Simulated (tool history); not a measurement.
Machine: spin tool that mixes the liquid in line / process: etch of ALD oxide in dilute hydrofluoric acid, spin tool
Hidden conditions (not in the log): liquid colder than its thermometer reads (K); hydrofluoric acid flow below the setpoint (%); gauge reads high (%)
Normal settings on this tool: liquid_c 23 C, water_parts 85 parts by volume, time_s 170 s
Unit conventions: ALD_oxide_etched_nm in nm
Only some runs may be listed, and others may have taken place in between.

| run | hour | liquid_c | water_parts | time_s | wafers since the last listed run | hours since the thermometer was replaced | hours since the hydrofluoric acid flow meter was replaced | hours since the gauge calibration | read-back film thickness of the ALD oxide reference wafer, read on the same gauge (nm) | ALD_oxide_etched_nm |
|---|---|---|---|---|---|---|---|---|---|---|
| 1 | 0 | 23 | 85 | 170 | 0 | 1251.9 | 345.5 | 1697.9 | 130 | 30.94 |
|  | 59.9 | gauge calibrated |
| 2 | 89.6 | 23 | 85 | 170 | 414 | 1341.5 | 435.1 | 29.7 | 129.99 | 30.98 |
| 3 | 176.4 | 23 | 85 | 170 | 401 | 1428.3 | 521.9 | 116.5 | 129.97 | 31.12 |
| 4 | 243.4 | 23 | 85 | 170 | 309 | 1495.3 | 588.9 | 183.5 | 129.98 | 31.1 |
| 5 | 325.1 | 23 | 85 | 170 | 377 | 1577 | 670.6 | 265.2 | 129.99 | 30.93 |
| 6 | 410.5 | 23 | 55 | 170 | 395 | 1662.4 | 756 | 350.6 | 130 | 49.79 |
| 7 | 494.2 | 23 | 55 | 170 | 387 | 1746.1 | 839.7 | 434.3 | 129.99 | 49.51 |
| 8 | 557.7 | 20 | 85 | 120 | 293 | 1809.6 | 903.2 | 497.8 | 129.96 | 19.32 |
| 9 | 644.6 | 20 | 85 | 120 | 401 | 1896.5 | 990.1 | 584.7 | 130 | 19.22 |
| 10 | 687.3 | 20 | 85 | 120 | 197 | 1939.2 | 1032.8 | 627.4 | 130 | 19.21 |
| 11 | 775.1 | 23 | 85 | 195 | 406 | 2027 | 1120.6 | 715.2 | 130 | 35.32 |
| 12 | 839.2 | 23 | 85 | 170 | 296 | 2091.1 | 1184.7 | 779.3 | 129.98 | 30.69 |
| 13 | 917.7 | 23 | 85 | 170 | 363 | 2169.6 | 1263.2 | 857.8 | 130 | 30.84 |
| 14 | 1008.1 | 23 | 85 | 170 | 418 | 2260 | 1353.6 | 948.2 | 129.98 | 30.51 |
| 15 | 1061.4 | 23 | 85 | 170 | 246 | 2313.3 | 1406.9 | 1001.5 | 130.02 | 30.52 |
| 16 | 1138 | 23 | 85 | 170 | 354 | 2389.9 | 1483.5 | 1078.1 | 129.99 | 30.6 |
| 17 | 1223.8 | 23 | 85 | 170 | 396 | 2475.7 | 1569.3 | 1163.9 | 130.06 | 30.6 |
| 18 | 1313.9 | 24.5 | 120 | 255 | 416 | 2565.8 | 1659.4 | 1254 | 129.99 | 33.15 |
| 19 | 1418.1 | 19 | 85 | 270 | 481 | 2670 | 1763.6 | 1358.2 | 130 | 40.98 |
| 20 | 1497.7 | 23 | 85 | 170 | 368 | 2749.6 | 1843.2 | 1437.8 | 130.01 | 30.19 |
| 21 | 1599.3 | 19.5 | 85 | 170 | 469 | 2851.2 | 1944.8 | 1539.4 | 130.03 | 26.38 |
|  | 1642.2 | gauge calibrated |
| 22 | 1684.5 | 24.5 | 95 | 100 | 394 | 2936.4 | 2030 | 42.3 | 130.01 | 16.67 |
| 23 | 1749.5 | 23 | 85 | 170 | 300 | 3001.4 | 2095 | 107.3 | 130.03 | 30.35 |
| 24 | 1831 | 25.5 | 105 | 125 | 376 | 3082.9 | 2176.5 | 188.8 | 129.97 | 19.49 |
|  | 2038.3 | thermometer replaced |
|  | 2048.7 | hydrofluoric acid flow meter replaced |
| 25 | 2069 | 26 | 85 | 225 | 1091 | 30.7 | 20.3 | 426.8 | 130 | 46.84 |
| 26 | 2159.6 | 18.5 | 65 | 100 | 419 | 121.3 | 110.9 | 517.4 | 129.99 | 20.43 |
| 27 | 2229.2 | 23 | 85 | 170 | 321 | 190.9 | 180.5 | 587 | 130 | 31.3 |
| 28 | 2300.9 | 26.5 | 120 | 85 | 331 | 262.6 | 252.2 | 658.7 | 129.99 | 12.13 |
| 29 | 2366.5 | 23 | 85 | 170 | 303 | 328.2 | 317.8 | 724.3 | 130.03 | 31.37 |
| 30 | 2432.9 | 23 | 70 | 200 | 307 | 394.6 | 384.2 | 790.7 | 130 | 45.41 |
| 31 | 2522.9 | 26 | 60 | 170 | 416 | 484.6 | 474.2 | 880.7 | 129.98 | 51.67 |
| 32 | 2568.3 | 23 | 105 | 170 | 209 | 530 | 519.6 | 926.1 | 130.03 | 24.52 |
| 33 | 2616.2 | 23 | 85 | 170 | 221 | 577.9 | 567.5 | 974 | 130.03 | 31.03 |
| 34 | 2705.3 | 21.5 | 100 | 210 | 412 | 667 | 656.6 | 1063.1 | 129.97 | 30.09 |
| 35 | 2744.7 | 23 | 85 | 265 | 182 | 706.4 | 696 | 1102.5 | 129.98 | 48.3 |

For some of the steps in ALD_oxide_etched_nm from one run to the next: how much would appear even if the tool had no hidden state, given the settings, what came in and random variation, and how much remains for the hidden state plus any gauge scatter that the measured result and the result without hidden state don't share?
Run 7 -> 8: liquid_c 23 -> 20, water_parts 55 -> 85, time_s 170 -> 120. ALD_oxide_etched_nm -30.19 nm: hidden state +0.46, all else -30.65.
Run 22 -> 23: liquid_c 24.5 -> 23, water_parts 95 -> 85, time_s 100 -> 170. ALD_oxide_etched_nm +13.68 nm: hidden state -0.5, all else +14.18.
Run 24 -> 25: liquid_c 25.5 -> 26, water_parts 105 -> 85, time_s 125 -> 225, thermometer replaced, hydrofluoric acid flow meter replaced. ALD_oxide_etched_nm +27.35 nm: hidden state +0.61, all else +26.74.
Run 31 -> 32: liquid_c 26 -> 23, water_parts 60 -> 105. ALD_oxide_etched_nm -27.15 nm: hidden state +0.22, all else -27.37.
